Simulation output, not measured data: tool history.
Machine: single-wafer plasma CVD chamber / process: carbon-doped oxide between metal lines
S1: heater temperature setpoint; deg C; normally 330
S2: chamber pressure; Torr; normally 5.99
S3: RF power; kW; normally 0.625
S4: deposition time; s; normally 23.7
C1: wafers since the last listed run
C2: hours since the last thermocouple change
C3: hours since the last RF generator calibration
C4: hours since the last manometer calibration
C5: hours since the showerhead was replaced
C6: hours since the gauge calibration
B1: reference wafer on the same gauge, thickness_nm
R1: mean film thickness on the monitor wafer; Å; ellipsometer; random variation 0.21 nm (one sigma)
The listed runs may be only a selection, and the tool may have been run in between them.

run 1 hour=0.0 | S1=330 S2=5.99 S3=0.625 S4=23.7 | C1=0 C2=1957.5 C3=1608.5 C4=1944.7 C5=3928.7 C6=197.3 | B1=114.992 | R1=1373.56
-- hour=7.8 gauge calibrated
run 2 hour=17.8 | S1=330 S2=5.99 S3=0.625 S4=23.7 | C1=208 C2=1975.3 C3=1626.3 C4=1962.5 C5=3946.5 C6=10.0 | B1=114.966 | R1=1371.84
run 3 hour=35.2 | S1=330 S2=5.99 S3=0.625 S4=23.7 | C1=203 C2=1992.7 C3=1643.7 C4=1979.9 C5=3963.9 C6=27.4 | B1=114.986 | R1=1370.23
run 4 hour=45.3 | S1=330 S2=5.99 S3=0.625 S4=23.7 | C1=118 C2=2002.8 C3=1653.8 C4=1990.0 C5=3974.0 C6=37.5 | B1=115.024 | R1=1369.68
run 5 hour=58.2 | S1=330 S2=5.99 S3=0.625 S4=23.7 | C1=151 C2=2015.7 C3=1666.7 C4=2002.9 C5=3986.9 C6=50.4 | B1=114.984 | R1=1369.76
run 6 hour=64.6 | S1=330 S2=5.99 S3=0.625 S4=23.7 | C1=74 C2=2022.1 C3=1673.1 C4=2009.3 C5=3993.3 C6=56.8 | B1=115.012 | R1=1368.27
run 7 hour=70.8 | S1=330 S2=5.99 S3=0.625 S4=23.7 | C1=72 C2=2028.3 C3=1679.3 C4=2015.5 C5=3999.5 C6=63.0 | B1=115.053 | R1=1366.45
run 8 hour=85.4 | S1=340 S2=5.99 S3=0.535 S4=23.7 | C1=170 C2=2042.9 C3=1693.9 C4=2030.1 C5=4014.1 C6=77.6 | B1=114.992 | R1=1214.78
run 9 hour=94.2 | S1=324 S2=5.99 S3=0.625 S4=23.7 | C1=103 C2=2051.7 C3=1702.7 C4=2038.9 C5=4022.9 C6=86.4 | B1=115.008 | R1=1395.17
-- hour=104.2 thermocouple changed; heater temperature recalibrated
run 10 hour=112.1 | S1=324 S2=5.99 S3=0.625 S4=23.7 | C1=115 C2=7.9 C3=1720.6 C4=2056.8 C5=4040.8 C6=104.3 | B1=114.968 | R1=1392.83
-- hour=121.9 RF generator calibrated
run 11 hour=124.6 | S1=324 S2=5.99 S3=0.625 S4=23.7 | C1=52 C2=20.4 C3=2.7 C4=2069.3 C5=4053.3 C6=116.8 | B1=114.949 | R1=1454.11
run 12 hour=140.9 | S1=330 S2=5.99 S3=0.625 S4=23.7 | C1=190 C2=36.7 C3=19.0 C4=2085.6 C5=4069.6 C6=133.1 | B1=115.021 | R1=1422.59
run 13 hour=156.4 | S1=330 S2=5.99 S3=0.625 S4=25.4 | C1=181 C2=52.2 C3=34.5 C4=2101.1 C5=4085.1 C6=148.6 | B1=115.090 | R1=1520.65
run 14 hour=165.0 | S1=320 S2=5.99 S3=0.730 S4=23.7 | C1=100 C2=60.8 C3=43.1 C4=2109.7 C5=4093.7 C6=157.2 | B1=114.996 | R1=1604.51
run 15 hour=172.0 | S1=330 S2=6.84 S3=0.710 S4=28.0 | C1=81 C2=67.8 C3=50.1 C4=2116.7 C5=4100.7 C6=164.2 | B1=115.042 | R1=1825.13
-- hour=180.1 capacitance manometer re-zeroed and calibrated
-- hour=180.6 showerhead replaced
run 16 hour=182.5 | S1=330 S2=7.07 S3=0.625 S4=23.7 | C1=23 C2=78.3 C3=60.6 C4=2.4 C5=1.9 C6=174.7 | B1=114.991 | R1=1447.08
run 17 hour=196.2 | S1=325 S2=5.99 S3=0.625 S4=23.7 | C1=160 C2=92.0 C3=74.3 C4=16.1 C5=15.6 C6=188.4 | B1=115.014 | R1=1450.29
-- hour=200.1 gauge calibrated
run 18 hour=203.5 | S1=330 S2=5.99 S3=0.625 S4=23.7 | C1=85 C2=99.3 C3=81.6 C4=23.4 C5=22.9 C6=3.4 | B1=114.976 | R1=1424.89
run 19 hour=214.2 | S1=330 S2=5.99 S3=0.625 S4=23.7 | C1=125 C2=110.0 C3=92.3 C4=34.1 C5=33.6 C6=14.1 | B1=114.998 | R1=1426.51
run 20 hour=222.3 | S1=325 S2=5.99 S3=0.685 S4=22.3 | C1=94 C2=118.1 C3=100.4 C4=42.2 C5=41.7 C6=22.2 | B1=115.027 | R1=1434.01
run 21 hour=239.3 | S1=330 S2=5.99 S3=0.625 S4=23.7 | C1=199 C2=135.1 C3=117.4 C4=59.2 C5=58.7 C6=39.2 | B1=114.933 | R1=1423.85
run 22 hour=247.5 | S1=344 S2=5.99 S3=0.500 S4=26.5 | C1=96 C2=143.3 C3=125.6 C4=67.4 C5=66.9 C6=47.4 | B1=115.031 | R1=1342.42
run 23 hour=256.0 | S1=330 S2=4.92 S3=0.625 S4=22.1 | C1=99 C2=151.8 C3=134.1 C4=75.9 C5=75.4 C6=55.9 | B1=114.980 | R1=1292.64
run 24 hour=270.8 | S1=338 S2=6.61 S3=0.565 S4=27.0 | C1=173 C2=166.6 C3=148.9 C4=90.7 C5=90.2 C6=70.7 | B1=114.996 | R1=1508.69
run 25 hour=279.6 | S1=330 S2=5.99 S3=0.625 S4=23.7 | C1=103 C2=175.4 C3=157.7 C4=99.5 C5=99.0 C6=79.5 | B1=115.005 | R1=1424.18

What if the next run were any one of these 4? Each begins from the tool's condition after run 25:
run A hour=280.0 | S1=330 S2=7.03 S3=0.625 S4=23.7 | C1=4 C2=175.8 C3=158.1 C4=99.9 C5=99.4 C6=79.9 | B1=? | R1=?
run B hour=280.0 | S1=345 S2=5.99 S3=0.550 S4=23.7 | C1=4 C2=175.8 C3=158.1 C4=99.9 C5=99.4 C6=79.9 | B1=? | R1=?
run C hour=280.0 | S1=330 S2=4.53 S3=0.590 S4=23.7 | C1=4 C2=175.8 C3=158.1 C4=99.9 C5=99.4 C6=79.9 | B1=? | R1=?
run D hour=280.0 | S1=323 S2=7.33 S3=0.625 S4=23.7 | C1=4 C2=175.8 C3=158.1 C4=99.9 C5=99.4 C6=79.9 | B1=? | R1=?

run=A B1=115.052 R1=1442.68
run=B B1=115.052 R1=1266.29
run=C B1=115.052 R1=1321.29
run=D B1=115.052 R1=1480.14
Without the tool's unlogged condition, the same runs would have read:
run=A R1=1444.94
run=B R1=1268.27
run=C R1=1323.36
run=D R1=1482.46
